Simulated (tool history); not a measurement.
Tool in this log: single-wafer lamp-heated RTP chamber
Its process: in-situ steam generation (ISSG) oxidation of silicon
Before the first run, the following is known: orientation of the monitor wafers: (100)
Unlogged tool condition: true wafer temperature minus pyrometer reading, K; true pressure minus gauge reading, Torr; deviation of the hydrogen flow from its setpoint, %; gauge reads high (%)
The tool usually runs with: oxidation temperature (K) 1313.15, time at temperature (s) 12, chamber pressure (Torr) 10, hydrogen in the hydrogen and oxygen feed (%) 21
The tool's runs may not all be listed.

run     day  oxidation temperature (K)  time at temperature (s)  chamber pressure (Torr)  hydrogen in the hydrogen and oxygen feed (%)  wafers since the last listed run  wafers since the last pyrometer calibration  hours since the pressure gauge was zeroed  hours since the hydrogen flow controller was replaced  hours since the gauge calibration  read-back reference wafer on the same gauge, thickness  oxide thickness on the monitor wafer (Å)
  1       0                    1313.15                       12                       10                                            21                                 0                                         5292                                     3067.3                                                 5803.8                              790.5                                                   4.253                                     52.05
  2   1.221                    1313.15                       12                       10                                            21                               189                                         5481                                     3096.6                                                 5833.1                              819.8                                                    4.26                                     52.06
  3   2.104                    1313.15                       12                       10                                            21                               137                                         5618                                     3117.8                                                 5854.3                                841                                                   4.258                                      52.7
  4   2.975                    1313.15                       12                       10                                            21                               135                                         5754                                     3138.7                                                 5875.2                              861.9                                                   4.258                                     52.17
      4.008  -- gauge calibrated
  5   4.079                    1313.15                       12                       10                                            21                               171                                         5925                                     3165.2                                                 5901.7                                1.7                                                   4.262                                     52.39
  6   5.238                    1313.15                       12                       10                                            21                               179                                         6105                                       3193                                                 5929.5                               29.5                                                    4.25                                     52.37
      5.858  -- pyrometer window cleaned and pyrometer calibrated
  7   5.888                    1324.15                       12                       10                                            21                                49                                            4                                     3208.6                                                 5945.1                               45.1                                                   4.264                                     56.21
  8   6.783                    1313.15                       12                       10                                            21                               139                                          143                                     3230.1                                                 5966.6                               66.6                                                   4.255                                     53.23
  9   7.629                    1331.15                       12                       10                                            21                               131                                          274                                     3250.4                                                 5986.9                               86.9                                                   4.254                                      58.4
 10   8.179                    1313.15                       12                       10                                            21                                85                                          360                                     3263.6                                                 6000.1                              100.1                                                   4.254                                     52.71
 11   9.254                    1305.15                       12                       10                                            21                               166                                          527                                     3289.4                                                 6025.9                              125.9                                                   4.258                                     51.32
 12   9.829                    1327.15                       15                      8.9                                            17                                89                                          616                                     3303.2                                                 6039.7                              139.7                                                   4.253                                     62.56
     11.004  -- hydrogen flow controller replaced
 13  11.025                    1313.15                       12                     10.2                                            26                               133                                          750                                     3331.9                                                    0.5                              168.4                                                   4.263                                     55.68
 14  12.117                    1331.15                       12                       10                                            25                               169                                          919                                     3358.1                                                   26.7                              194.6                                                   4.264                                     61.01
 15  13.029                    1313.15                       17                       10                                            14                               141                                         1061                                       3380                                                   48.6                              216.5                                                   4.258                                     57.77
 16  13.988                    1313.15                       12                       10                                            25                               148                                         1210                                       3403                                                   71.6                              239.5                                                   4.264                                     55.45
     14.621  -- pressure gauge zeroed
 17  15.054                    1308.15                       15                       10                                            21                               113                                         1324                                       10.4                                                   97.2                              265.1                                                   4.265                                     58.38
     15.996  -- pyrometer window cleaned and pyrometer calibrated, repeated, since the last time left the tool worse
 18  16.017                    1331.15                       12                       10                                            25                                97                                            3                                       33.5                                                  120.3                              288.2                                                    4.26                                      57.6
 19   16.55                    1313.15                       12                       10                                            21                                82                                           86                                       46.3                                                  133.1                                301                                                   4.257                                     50.85
 20  17.846                    1313.15                        8                       10                                            21                               201                                          287                                       77.4                                                  164.2                              332.1                                                    4.26                                     41.93
 21  18.438                    1313.15                       12                       10                                            21                                91                                          379                                       91.6                                                  178.4                              346.3                                                   4.262                                     51.07
 22  19.571                    1313.15                       14                      9.5                                            24                               175                                          555                                      118.8                                                  205.6                              373.5                                                   4.264                                     57.66
 23  20.421                    1313.15                       12                     10.2                                            21                               131                                          687                                      139.2                                                    226                              393.9                                                    4.26                                     50.98
 24  21.538                    1313.15                       12                        9                                            21                               173                                          860                                        166                                                  252.8                              420.7                                                   4.259                                     51.84
 25  22.217                    1313.15                       12                       10                                            24                               105                                          965                                      182.3                                                  269.1                                437                                                   4.269                                      52.8
 26  23.417                    1299.15                       14                       10                                            21                               186                                         1152                                      211.1                                                  297.9                              465.8                                                   4.262                                     52.25
 27  24.204                    1313.15                       17                       10                                            26                               122                                         1274                                        230                                                  316.8                              484.7                                                   4.258                                     64.18
 28  25.254                    1313.15                       12                       10                                            21                               163                                         1437                                      255.2                                                    342                              509.9                                                   4.258                                     51.63
 29  25.808                    1313.15                       12                       10                                            21                                86                                         1523                                      268.5                                                  355.3                              523.2                                                   4.259                                     51.34
 30  26.329                    1321.15                       12                      9.2                                            21                                80                                         1604                                        281                                                  367.8                              535.7                                                   4.254                                     54.25

Below are 5 alternative next runs, each starting from the tool's condition after run 30. Predict each:
  A  26.346                    1330.15                       12                       10                                            21                                 2                                         1607                                      281.4                                                  368.2                              536.1                                                       ?                                         ?
  B  26.346                    1294.15                       12                      8.9                                            27                                 2                                         1607                                      281.4                                                  368.2                              536.1                                                       ?                                         ?
  C  26.346                    1298.15                       12                     10.2                                            31                                 2                                         1607                                      281.4                                                  368.2                              536.1                                                       ?                                         ?
  D  26.346                    1313.15                       16                       10                                            21                                 2                                         1607                                      281.4                                                  368.2                              536.1                                                       ?                                         ?
  E  26.346                    1313.15                       12                        9                                            28                                 2                                         1607                                      281.4                                                  368.2                              536.1                                                       ?                                         ?

run  read-back reference wafer on the same gauge, thickness  oxide thickness on the monitor wafer (Å)
  A                                                   4.258                                     55.81
  B                                                   4.258                                     51.36
  C                                                   4.258                                     52.49
  D                                                   4.258                                     59.27
  E                                                   4.258                                     56.17
The same runs, with their run-to-run variation unchanged, on a tool lacking any hidden condition would have given:
run  oxide thickness on the monitor wafer (Å)
  A                                     55.28
  B                                     50.97
  C                                     52.08
  D                                     58.72
  E                                     55.69

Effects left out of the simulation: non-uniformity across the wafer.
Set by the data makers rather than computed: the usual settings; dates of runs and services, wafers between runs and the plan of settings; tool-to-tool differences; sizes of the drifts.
